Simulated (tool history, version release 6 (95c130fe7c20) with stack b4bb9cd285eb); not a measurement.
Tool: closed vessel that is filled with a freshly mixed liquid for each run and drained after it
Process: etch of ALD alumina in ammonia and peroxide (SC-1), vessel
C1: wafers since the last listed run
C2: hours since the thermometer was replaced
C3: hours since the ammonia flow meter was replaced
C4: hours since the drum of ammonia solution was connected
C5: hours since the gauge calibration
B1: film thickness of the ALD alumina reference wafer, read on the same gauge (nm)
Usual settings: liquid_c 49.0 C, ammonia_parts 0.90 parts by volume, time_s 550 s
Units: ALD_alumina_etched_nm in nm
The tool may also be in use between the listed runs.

{"run": 1, "day": 0.0, "liquid_c": 49.0, "ammonia_parts": 0.9, "time_s": 550, "C1": 0, "C2": 583.6, "C3": 2111.0, "C4": 223.0, "C5": 759.9, "B1": 120.0, "ALD_alumina_etched_nm": 17.64}
{"run": 2, "day": 0.767, "liquid_c": 49.0, "ammonia_parts": 0.9, "time_s": 550, "C1": 808, "C2": 602.0, "C3": 2129.4, "C4": 241.4, "C5": 778.3, "B1": 120.03, "ALD_alumina_etched_nm": 17.69}
{"run": 3, "day": 1.912, "liquid_c": 49.0, "ammonia_parts": 0.9, "time_s": 550, "C1": 1208, "C2": 629.5, "C3": 2156.9, "C4": 268.9, "C5": 805.8, "B1": 120.01, "ALD_alumina_etched_nm": 17.64}
{"run": 4, "day": 2.625, "liquid_c": 49.0, "ammonia_parts": 0.9, "time_s": 550, "C1": 751, "C2": 646.6, "C3": 2174.0, "C4": 286.0, "C5": 822.9, "B1": 120.0, "ALD_alumina_etched_nm": 17.6}
{"run": 5, "day": 3.796, "liquid_c": 49.0, "ammonia_parts": 0.9, "time_s": 550, "C1": 1235, "C2": 674.7, "C3": 2202.1, "C4": 314.1, "C5": 851.0, "B1": 120.0, "ALD_alumina_etched_nm": 17.59}
{"run": 6, "day": 5.025, "liquid_c": 54.0, "ammonia_parts": 0.9, "time_s": 550, "C1": 1296, "C2": 704.2, "C3": 2231.6, "C4": 343.6, "C5": 880.5, "B1": 120.02, "ALD_alumina_etched_nm": 23.09}
{"run": 7, "day": 6.038, "liquid_c": 54.0, "ammonia_parts": 0.9, "time_s": 550, "C1": 1068, "C2": 728.5, "C3": 2255.9, "C4": 367.9, "C5": 904.8, "B1": 120.01, "ALD_alumina_etched_nm": 23.09}
{"run": 8, "day": 6.988, "liquid_c": 54.0, "ammonia_parts": 0.9, "time_s": 550, "C1": 1002, "C2": 751.3, "C3": 2278.7, "C4": 390.7, "C5": 927.6, "B1": 120.01, "ALD_alumina_etched_nm": 23.03}
{"run": 9, "day": 8.029, "liquid_c": 49.0, "ammonia_parts": 0.9, "time_s": 550, "C1": 1098, "C2": 776.3, "C3": 2303.7, "C4": 415.7, "C5": 952.6, "B1": 120.02, "ALD_alumina_etched_nm": 17.49}
{"run": 10, "day": 8.617, "liquid_c": 54.0, "ammonia_parts": 0.9, "time_s": 335, "C1": 619, "C2": 790.4, "C3": 2317.8, "C4": 429.8, "C5": 966.7, "B1": 120.01, "ALD_alumina_etched_nm": 14.0}
{"run": 11, "day": 9.179, "liquid_c": 54.0, "ammonia_parts": 0.6, "time_s": 430, "C1": 593, "C2": 803.9, "C3": 2331.3, "C4": 443.3, "C5": 980.2, "B1": 120.0, "ALD_alumina_etched_nm": 17.3}
{"run": 12, "day": 10.117, "liquid_c": 49.0, "ammonia_parts": 0.9, "time_s": 550, "C1": 989, "C2": 826.4, "C3": 2353.8, "C4": 465.8, "C5": 1002.7, "B1": 120.01, "ALD_alumina_etched_nm": 17.57}
{"day": 10.417, "done": "new drum of ammonia solution connected"}
{"run": 13, "day": 11.296, "liquid_c": 49.0, "ammonia_parts": 0.55, "time_s": 255, "C1": 1200, "C2": 854.7, "C3": 2382.1, "C4": 21.1, "C5": 1031.0, "B1": 120.01, "ALD_alumina_etched_nm": 7.81}
{"run": 14, "day": 12.496, "liquid_c": 43.0, "ammonia_parts": 0.9, "time_s": 290, "C1": 1265, "C2": 883.5, "C3": 2410.9, "C4": 49.9, "C5": 1059.8, "B1": 120.0, "ALD_alumina_etched_nm": 6.64}
{"day": 13.088, "done": "ammonia flow meter replaced"}
{"run": 15, "day": 13.625, "liquid_c": 58.5, "ammonia_parts": 0.45, "time_s": 315, "C1": 1147, "C2": 910.6, "C3": 12.9, "C4": 77.0, "C5": 1086.9, "B1": 120.01, "ALD_alumina_etched_nm": 15.71}
{"day": 15.025, "done": "thermometer replaced"}
{"run": 16, "day": 15.112, "liquid_c": 49.0, "ammonia_parts": 0.75, "time_s": 550, "C1": 1525, "C2": 2.1, "C3": 48.6, "C4": 112.7, "C5": 1122.6, "B1": 120.0, "ALD_alumina_etched_nm": 17.52}
{"day": 15.2, "done": "gauge calibrated"}
{"run": 17, "day": 15.696, "liquid_c": 54.5, "ammonia_parts": 1.05, "time_s": 410, "C1": 615, "C2": 16.1, "C3": 62.6, "C4": 126.7, "C5": 11.9, "B1": 119.99, "ALD_alumina_etched_nm": 18.18}
{"run": 18, "day": 16.767, "liquid_c": 49.0, "ammonia_parts": 0.9, "time_s": 550, "C1": 1129, "C2": 41.8, "C3": 88.3, "C4": 152.4, "C5": 37.6, "B1": 120.02, "ALD_alumina_etched_nm": 17.86}
{"run": 19, "day": 17.412, "liquid_c": 49.0, "ammonia_parts": 0.9, "time_s": 550, "C1": 681, "C2": 57.3, "C3": 103.8, "C4": 167.9, "C5": 53.1, "B1": 120.01, "ALD_alumina_etched_nm": 17.84}
{"run": 20, "day": 18.333, "liquid_c": 49.0, "ammonia_parts": 0.9, "time_s": 550, "C1": 971, "C2": 79.4, "C3": 125.9, "C4": 190.0, "C5": 75.2, "B1": 119.97, "ALD_alumina_etched_nm": 17.7}
{"run": 21, "day": 19.662, "liquid_c": 49.0, "ammonia_parts": 0.65, "time_s": 390, "C1": 1402, "C2": 111.3, "C3": 157.8, "C4": 221.9, "C5": 107.1, "B1": 119.99, "ALD_alumina_etched_nm": 12.24}
{"run": 22, "day": 20.396, "liquid_c": 44.0, "ammonia_parts": 1.2, "time_s": 550, "C1": 773, "C2": 128.9, "C3": 175.4, "C4": 239.5, "C5": 124.7, "B1": 120.01, "ALD_alumina_etched_nm": 13.69}
{"run": 23, "day": 21.65, "liquid_c": 49.0, "ammonia_parts": 0.9, "time_s": 550, "C1": 1323, "C2": 159.0, "C3": 205.5, "C4": 269.6, "C5": 154.8, "B1": 120.01, "ALD_alumina_etched_nm": 17.73}
{"run": 24, "day": 23.004, "liquid_c": 49.0, "ammonia_parts": 1.2, "time_s": 550, "C1": 1428, "C2": 191.5, "C3": 238.0, "C4": 302.1, "C5": 187.3, "B1": 120.02, "ALD_alumina_etched_nm": 18.19}
{"run": 25, "day": 24.071, "liquid_c": 54.0, "ammonia_parts": 0.9, "time_s": 335, "C1": 1125, "C2": 217.1, "C3": 263.6, "C4": 327.7, "C5": 212.9, "B1": 120.01, "ALD_alumina_etched_nm": 14.15}
{"run": 26, "day": 24.608, "liquid_c": 49.0, "ammonia_parts": 0.9, "time_s": 550, "C1": 567, "C2": 230.0, "C3": 276.5, "C4": 340.6, "C5": 225.8, "B1": 120.0, "ALD_alumina_etched_nm": 17.68}
{"run": 27, "day": 25.892, "liquid_c": 49.0, "ammonia_parts": 0.9, "time_s": 550, "C1": 1353, "C2": 260.8, "C3": 307.3, "C4": 371.4, "C5": 256.6, "B1": 120.01, "ALD_alumina_etched_nm": 17.61}
{"run": 28, "day": 26.667, "liquid_c": 40.0, "ammonia_parts": 1.2, "time_s": 380, "C1": 817, "C2": 279.4, "C3": 325.9, "C4": 390.0, "C5": 275.2, "B1": 120.02, "ALD_alumina_etched_nm": 7.46}
{"run": 29, "day": 27.804, "liquid_c": 55.0, "ammonia_parts": 0.7, "time_s": 270, "C1": 1200, "C2": 306.7, "C3": 353.2, "C4": 417.3, "C5": 302.5, "B1": 119.99, "ALD_alumina_etched_nm": 11.69}

The tool's hidden state at each run:
ammonia flow below the setpoint (%): 0 in every run
gauge reads high (%): 0 in every run
H1: liquid colder than its thermometer reads (K)
H2: ammonia solution weaker than its label (%)
run=1 H1=0.139 H2=6.22
run=2 H1=0.143 H2=6.62
run=3 H1=0.149 H2=7.21
run=4 H1=0.152 H2=7.58
run=5 H1=0.158 H2=8.19
run=6 H1=0.164 H2=8.83
run=7 H1=0.169 H2=9.35
run=8 H1=0.174 H2=9.85
run=9 H1=0.179 H2=10.4
run=10 H1=0.182 H2=10.7
run=11 H1=0.185 H2=11
run=12 H1=0.189 H2=11.5
run=13 H1=0.195 H2=1.05
run=14 H1=0.201 H2=1.68
run=15 H1=0.207 H2=2.26
run=16 H1=0.0259 H2=3.04
run=17 H1=0.0287 H2=3.34
run=18 H1=0.0341 H2=3.9
run=19 H1=0.0373 H2=4.23
run=20 H1=0.0418 H2=4.71
run=21 H1=0.0484 H2=5.4
run=22 H1=0.0521 H2=5.78
run=23 H1=0.0583 H2=6.43
run=24 H1=0.065 H2=7.14
run=25 H1=0.0703 H2=7.69
run=26 H1=0.073 H2=7.97
run=27 H1=0.0793 H2=8.64
run=28 H1=0.0832 H2=9.04
run=29 H1=0.0888 H2=9.63
